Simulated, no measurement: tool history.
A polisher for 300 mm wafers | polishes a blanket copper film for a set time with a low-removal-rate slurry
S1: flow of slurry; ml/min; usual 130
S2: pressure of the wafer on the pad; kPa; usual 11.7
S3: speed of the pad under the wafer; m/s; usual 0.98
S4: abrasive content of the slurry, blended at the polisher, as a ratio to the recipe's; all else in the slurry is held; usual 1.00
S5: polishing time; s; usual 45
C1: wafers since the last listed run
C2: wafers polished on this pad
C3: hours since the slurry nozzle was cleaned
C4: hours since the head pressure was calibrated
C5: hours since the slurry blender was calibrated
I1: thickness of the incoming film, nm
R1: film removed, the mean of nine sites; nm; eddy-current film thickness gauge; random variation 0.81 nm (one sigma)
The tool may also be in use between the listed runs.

run	hour	S1	S2	S3	S4	S5	C1	C2	C3	C4	C5	I1	R1
1	0.0	130	11.7	0.98	1.00	45	0	79	713.4	964.3	200.3	1508.7	67.0
2	16.2	130	11.7	0.98	1.00	38	240	320	729.6	980.5	216.5	1489.8	54.8
3	25.2	130	11.7	0.98	1.00	45	133	453	738.6	989.5	225.5	1498.6	63.3
4	37.0	130	11.7	0.98	1.00	45	175	629	750.4	1001.3	237.3	1473.0	63.5
5	45.3	130	11.7	0.98	1.00	45	123	752	758.7	1009.6	245.6	1523.0	63.1
6	59.3	130	11.7	0.98	1.00	45	207	960	772.7	1023.6	259.6	1490.6	61.9
7	68.3	130	11.7	0.98	1.00	45	133	1094	781.7	1032.6	268.6	1495.7	62.0
8	85.4	130	11.7	0.98	1.00	33	254	1348	798.8	1049.7	285.7	1504.7	44.7
# hour 93.1: worn pad replaced by a new one
9	98.5	130	11.7	0.98	1.00	33	135	79	811.9	1062.8	298.8	1466.9	47.3
10	106.2	130	11.7	0.98	1.00	33	114	194	819.6	1070.5	306.5	1465.8	47.4
11	112.6	130	11.7	0.98	1.00	45	95	289	826.0	1076.9	312.9	1507.0	62.3
12	124.6	130	11.7	0.98	1.00	45	178	467	838.0	1088.9	324.9	1472.9	63.0
13	131.6	130	11.7	0.98	1.00	45	103	571	845.0	1095.9	331.9	1495.4	61.8
# hour 146.8: slurry nozzle cleaned
14	173.6	130	11.7	0.98	1.00	45	609	1180	26.8	1137.9	373.9	1513.5	60.5
15	182.6	130	11.7	0.98	1.00	48	133	1314	35.8	1146.9	382.9	1512.5	63.0
# hour 192.3: slurry blender recalibrated
# hour 196.1: worn pad replaced by a new one
16	196.6	130	11.7	0.98	1.00	31	121	7	49.8	1160.9	4.3	1481.6	47.0
17	198.0	130	15.2	0.98	1.20	45	20	27	51.2	1162.3	5.7	1494.8	89.5
18	206.5	95	11.7	0.86	1.00	45	126	154	59.7	1170.8	14.2	1493.4	56.0
19	219.9	130	11.7	0.98	1.00	45	199	353	73.1	1184.2	27.6	1482.0	65.5
20	233.3	130	11.7	1.16	0.80	45	199	552	86.5	1197.6	41.0	1474.5	72.9
21	249.5	130	11.7	0.98	1.15	45	240	793	102.7	1213.8	57.2	1482.0	63.6
22	263.8	130	15.2	0.98	1.00	45	212	1005	117.0	1228.1	71.5	1472.4	80.9
# hour 275.9: head pressure recalibrated
23	276.7	130	11.7	0.98	1.00	45	161	1167	129.9	0.8	84.4	1481.7	62.8
# hour 282.3: worn pad replaced by a new one
24	292.8	120	11.7	1.22	1.10	59	179	155	146.0	16.9	100.5	1504.0	109.1
25	309.2	130	11.7	0.68	0.70	53	243	399	162.4	33.3	116.9	1467.5	50.1
26	325.9	130	11.7	0.98	1.00	45	248	647	179.1	50.0	133.6	1488.4	62.4
27	337.5	130	8.3	0.98	1.15	45	172	819	190.7	61.6	145.2	1490.1	45.2
28	350.6	155	9.0	0.98	1.00	40	194	1014	203.8	74.7	158.3	1472.9	43.1
29	357.1	105	9.7	1.14	1.25	45	96	1110	210.3	81.2	164.8	1490.1	61.5
30	365.8	130	11.7	0.74	0.85	37	129	1240	219.0	89.9	173.5	1479.3	37.4
31	375.2	130	13.1	0.98	1.00	49	139	1379	228.4	99.3	182.9	1496.9	75.7

Forecast each of these 3 alternatives for the next run:
A	375.6	130	11.7	0.98	0.75	45	5	1385	228.8	99.7	183.3	1496.1	?
B	375.6	150	11.7	0.98	1.00	45	5	1385	228.8	99.7	183.3	1496.1	?
C	375.6	130	11.7	0.68	0.90	45	5	1385	228.8	99.7	183.3	1496.1	?

run	R1
A	58.9
B	62.8
C	42.1
Without the tool's hidden state the same runs would have given:
run	R1
A	66.3
B	70.7
C	47.4
